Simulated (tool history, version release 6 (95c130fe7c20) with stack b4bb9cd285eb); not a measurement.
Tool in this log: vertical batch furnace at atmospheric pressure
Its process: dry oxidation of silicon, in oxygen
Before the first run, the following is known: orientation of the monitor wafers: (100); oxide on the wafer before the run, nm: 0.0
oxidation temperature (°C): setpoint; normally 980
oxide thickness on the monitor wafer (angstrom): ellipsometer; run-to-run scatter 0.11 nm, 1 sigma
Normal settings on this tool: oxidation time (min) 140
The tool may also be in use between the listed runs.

run,hour,oxidation temperature (°C),oxidation time (min),wafers since the last listed run,hours since the last temperature calibration,hours since the boat lift was adjusted,hours since the gauge calibration,"read-back reference wafer on the same gauge, thickness",oxide thickness on the monitor wafer (angstrom)
1,0,968,97,0,4009.7,4971.8,346.6,63.38,512.5
2,104.5,968,97,1384,4114.2,5076.3,451.1,63.38,512.5
# hour 120.2: gauge calibrated
3,141.5,980,140,490,4151.2,5113.3,21.3,63.4,732.7
4,186.4,999,140,594,4196.1,5158.2,66.2,63.4,874.7
5,212,999,140,339,4221.7,5183.8,91.8,63.42,873.8
6,237.5,999,140,337,4247.2,5209.3,117.3,63.41,875.2
7,274,964,140,483,4283.7,5245.8,153.8,63.42,645.5
8,301.6,964,140,365,4311.3,5273.4,181.4,63.4,647.2
9,329.2,965,184.5,365,4338.9,5301,209,63.37,795
10,357.2,960,170,370,4366.9,5329,237,63.38,720.9
# hour 385.6: thermocouples replaced and temperature profile calibrated
11,422.2,987,113,543,36.6,5394,302,63.39,647.3
# hour 477: boat lift adjusted
12,477.5,965,173.5,414,91.9,0.5,357.3,63.41,738.1
# hour 505.5: gauge calibrated
13,515.3,980,140,500,129.7,38.3,9.8,63.41,709.3
14,557.7,980,177.5,561,172.1,80.7,52.2,63.4,837.9
15,604,987,113,613,218.4,127,98.5,63.4,648.5
16,675,972,84,940,289.4,198,169.5,63.39,467.5

3 ways to go on from here, each from the tool as it stands after run 16. What would each give?
A,681.7,955,140,88,296.1,204.7,176.2,?,?
B,681.7,991,182,88,296.1,204.7,176.2,?,?
C,681.7,966,85,88,296.1,204.7,176.2,?,?

run,"read-back reference wafer on the same gauge, thickness",oxide thickness on the monitor wafer (angstrom)
A,63.41,580.5
B,63.41,939.3
C,63.41,449
Had the tool no hidden state, the same runs would have come out as:
run,oxide thickness on the monitor wafer (angstrom)
A,576.7
B,933.4
C,446.6
